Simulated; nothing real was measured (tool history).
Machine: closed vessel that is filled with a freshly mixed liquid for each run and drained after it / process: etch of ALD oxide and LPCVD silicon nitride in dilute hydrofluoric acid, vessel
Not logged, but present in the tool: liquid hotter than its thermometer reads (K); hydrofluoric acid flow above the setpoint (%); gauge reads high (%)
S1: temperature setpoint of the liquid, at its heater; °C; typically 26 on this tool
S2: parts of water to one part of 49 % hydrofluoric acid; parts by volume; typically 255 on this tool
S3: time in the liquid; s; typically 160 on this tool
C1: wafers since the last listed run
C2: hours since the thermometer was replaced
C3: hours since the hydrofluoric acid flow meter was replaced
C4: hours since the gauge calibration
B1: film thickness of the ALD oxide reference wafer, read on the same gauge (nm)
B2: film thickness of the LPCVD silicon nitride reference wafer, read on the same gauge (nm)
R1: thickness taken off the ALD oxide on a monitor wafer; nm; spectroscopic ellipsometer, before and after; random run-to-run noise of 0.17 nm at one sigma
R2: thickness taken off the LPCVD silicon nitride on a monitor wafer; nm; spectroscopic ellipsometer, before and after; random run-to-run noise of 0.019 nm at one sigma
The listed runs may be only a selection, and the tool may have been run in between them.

| run | day | S1 | S2 | S3 | C1 | C2 | C3 | C4 | B1 | B2 | R1 | R2 |
|---|---|---|---|---|---|---|---|---|---|---|---|---|
| 1 | 0 | 26 | 255 | 160 | 0 | 114.3 | 2289.9 | 586 | 80.06 | 110.017 | 20.35 | 0.383 |
| 2 | 1.058 | 26 | 255 | 160 | 2090 | 139.7 | 2315.3 | 611.4 | 79.97 | 110.033 | 20.55 | 0.384 |
| 3 | 1.883 | 26 | 255 | 160 | 1629 | 159.5 | 2335.1 | 631.2 | 79.98 | 109.968 | 20.65 | 0.345 |
|  | 2.7 | hydrofluoric acid flow meter replaced |
| 4 | 2.971 | 28.5 | 160 | 160 | 2065 | 185.6 | 6.5 | 657.3 | 80 | 109.99 | 34.06 | 0.585 |
|  | 3.612 | gauge calibrated |
| 5 | 3.788 | 26 | 255 | 190 | 1612 | 205.2 | 26.1 | 4.2 | 79.99 | 110.008 | 20.67 | 0.369 |
| 6 | 4.908 | 27.5 | 285 | 160 | 2213 | 232.1 | 53 | 31.1 | 80.02 | 109.988 | 16.04 | 0.296 |
| 7 | 5.654 | 26 | 380 | 160 | 1472 | 250 | 70.9 | 49 | 79.94 | 109.993 | 10.48 | 0.192 |
| 8 | 6.379 | 26 | 255 | 160 | 1431 | 267.4 | 88.3 | 66.4 | 80.02 | 110.021 | 17.57 | 0.3 |
| 9 | 7.254 | 21.5 | 295 | 160 | 1727 | 288.4 | 109.3 | 87.4 | 80.03 | 109.991 | 12.57 | 0.225 |
| 10 | 7.988 | 29 | 215 | 210 | 1448 | 306 | 126.9 | 105 | 80.06 | 110.034 | 31.94 | 0.588 |
| 11 | 9.458 | 27.5 | 285 | 160 | 2904 | 341.3 | 162.2 | 140.3 | 79.98 | 109.991 | 16.16 | 0.297 |
| 12 | 10.192 | 28 | 195 | 160 | 1448 | 358.9 | 179.8 | 157.9 | 80.02 | 110.006 | 26.78 | 0.447 |
| 13 | 10.854 | 28 | 365 | 115 | 1308 | 374.8 | 195.7 | 173.8 | 79.98 | 110.003 | 8.5 | 0.189 |
| 14 | 11.458 | 26 | 255 | 160 | 1193 | 389.3 | 210.2 | 188.3 | 80.02 | 110.021 | 18.09 | 0.321 |
| 15 | 12.154 | 26 | 305 | 160 | 1374 | 406 | 226.9 | 205 | 80 | 109.999 | 14.07 | 0.236 |
| 16 | 13.467 | 22 | 255 | 80 | 2591 | 437.5 | 258.4 | 236.5 | 79.98 | 110.011 | 7.91 | 0.123 |
| 17 | 14.933 | 26 | 310 | 160 | 2896 | 472.7 | 293.6 | 271.7 | 79.97 | 110.022 | 13.95 | 0.238 |
| 18 | 15.942 | 26 | 195 | 160 | 1991 | 496.9 | 317.8 | 295.9 | 80 | 109.999 | 24.7 | 0.414 |
| 19 | 17.188 | 30 | 130 | 95 | 2460 | 526.8 | 347.7 | 325.8 | 80.05 | 110.001 | 27.84 | 0.432 |
| 20 | 17.925 | 24.5 | 255 | 195 | 1456 | 544.5 | 365.4 | 343.5 | 79.98 | 110.013 | 20.65 | 0.312 |
| 21 | 19.267 | 21 | 135 | 130 | 2649 | 576.7 | 397.6 | 375.7 | 79.98 | 110.003 | 26.17 | 0.343 |
| 22 | 19.938 | 22.5 | 255 | 190 | 1324 | 592.8 | 413.7 | 391.8 | 80.01 | 109.991 | 19.02 | 0.306 |
| 23 | 20.538 | 26 | 255 | 160 | 1184 | 607.2 | 428.1 | 406.2 | 80.05 | 110.002 | 18.12 | 0.31 |
| 24 | 22.054 | 26 | 255 | 240 | 2995 | 643.6 | 464.5 | 442.6 | 80.06 | 110 | 27.3 | 0.46 |
| 25 | 23.467 | 21.5 | 255 | 160 | 2789 | 677.5 | 498.4 | 476.5 | 80.02 | 110.008 | 15.38 | 0.247 |

Branching from run 25: 5 alternative next runs. What would each branch give?
| A | 23.496 | 26 | 255 | 160 | 57 | 678.2 | 499.1 | 477.2 | ? | ? | ? | ? |
| B | 23.496 | 30.5 | 365 | 230 | 57 | 678.2 | 499.1 | 477.2 | ? | ? | ? | ? |
| C | 23.496 | 21 | 185 | 210 | 57 | 678.2 | 499.1 | 477.2 | ? | ? | ? | ? |
| D | 23.496 | 26 | 255 | 100 | 57 | 678.2 | 499.1 | 477.2 | ? | ? | ? | ? |
| E | 23.496 | 23.5 | 350 | 160 | 57 | 678.2 | 499.1 | 477.2 | ? | ? | ? | ? |

| run | B1 | B2 | R1 | R2 |
|---|---|---|---|---|
| A | 79.98 | 109.995 | 18.54 | 0.314 |
| B | 79.98 | 109.995 | 19.29 | 0.408 |
| C | 79.98 | 109.995 | 29.94 | 0.412 |
| D | 79.98 | 109.995 | 11.58 | 0.196 |
| E | 79.98 | 109.995 | 11.3 | 0.197 |
Without the tool's unlogged condition, the same runs would have read:
| run | R1 | R2 |
|---|---|---|
| A | 17.74 | 0.303 |
| B | 18.39 | 0.393 |
| C | 28.73 | 0.399 |
| D | 11.09 | 0.19 |
| E | 10.8 | 0.19 |

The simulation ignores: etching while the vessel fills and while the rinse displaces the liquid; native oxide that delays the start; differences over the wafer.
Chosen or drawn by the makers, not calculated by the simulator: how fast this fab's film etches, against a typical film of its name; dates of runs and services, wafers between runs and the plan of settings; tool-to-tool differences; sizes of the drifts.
